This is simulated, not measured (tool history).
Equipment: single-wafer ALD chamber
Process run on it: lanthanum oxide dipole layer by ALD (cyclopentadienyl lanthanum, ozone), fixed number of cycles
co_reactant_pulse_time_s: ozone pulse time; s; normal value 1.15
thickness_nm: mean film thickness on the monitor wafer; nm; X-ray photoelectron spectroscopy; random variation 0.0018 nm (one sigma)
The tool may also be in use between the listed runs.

run	hour	co_reactant_pulse_time_s	read-back reference wafer on the same gauge, thickness_nm	thickness_nm
1	0.0	1.15	0.624	0.555
2	24.3	1.15	0.624	0.555
3	48.4	1.15	0.624	0.555
4	78.6	1.30	0.624	0.572
5	91.0	0.88	0.624	0.516
6	124.3	1.15	0.624	0.554
7	140.8	1.15	0.624	0.555
8	160.7	1.15	0.624	0.554
9	189.1	1.36	0.624	0.575
10	203.0	1.36	0.624	0.573
11	237.7	1.36	0.624	0.574
12	266.7	1.15	0.624	0.562
13	289.0	1.15	0.624	0.563
14	316.8	1.15	0.624	0.565
15	413.1	0.87	0.624	0.525
16	429.6	1.34	0.624	0.584
17	467.0	1.15	0.624	0.565
18	542.9	1.41	0.624	0.580
19	576.4	0.73	0.624	0.512
20	598.2	1.38	0.624	0.580
21	613.3	1.28	0.624	0.575
22	635.4	1.15	0.624	0.559
23	655.0	0.90	0.624	0.536
24	679.2	1.56	0.624	0.590
25	707.3	0.91	0.624	0.538
26	725.0	1.55	0.624	0.588
27	759.5	1.15	0.624	0.562
28	792.2	0.84	0.624	0.531
29	817.4	1.32	0.624	0.575
30	837.9	1.00	0.624	0.545
31	859.5	1.53	0.624	0.584
32	886.4	1.02	0.624	0.550
33	910.5	1.15	0.624	0.563

Between the runs listed above, the log contained 4 entries, not reproduced here. Where in the sequence does each belong, and how does what the log doesn't record of the tool's condition differ from the listed run before to the listed run after?
After run 11, before run 12: ozone generator serviced (hour 261.2)
  ozone dose above that of a generator just serviced (%): -8.22 -> -0.833
  measured result minus the result with no hidden state, thickness_nm: -0.009 -> -0.001 nm
After run 16, before run 17: showerhead replaced, of another model than before (hour 466.5)
  ozone dose above that of a generator just serviced (%): -0.96 -> -1.02
  measured result minus the result with no hidden state, thickness_nm: -0.001 -> -0.001 nm
After run 17, before run 18: thermocouple changed; heater temperature recalibrated (hour 484.8)
  ozone dose above that of a generator just serviced (%): -1.02 -> -1.19
  measured result minus the result with no hidden state, thickness_nm: -0.001 -> -0.001 nm
After run 19, before run 20: gauge calibrated (hour 590.4)
  ozone dose above that of a generator just serviced (%): -1.28 -> -1.34
  measured result minus the result with no hidden state, thickness_nm: -0.001 -> -0.002 nm
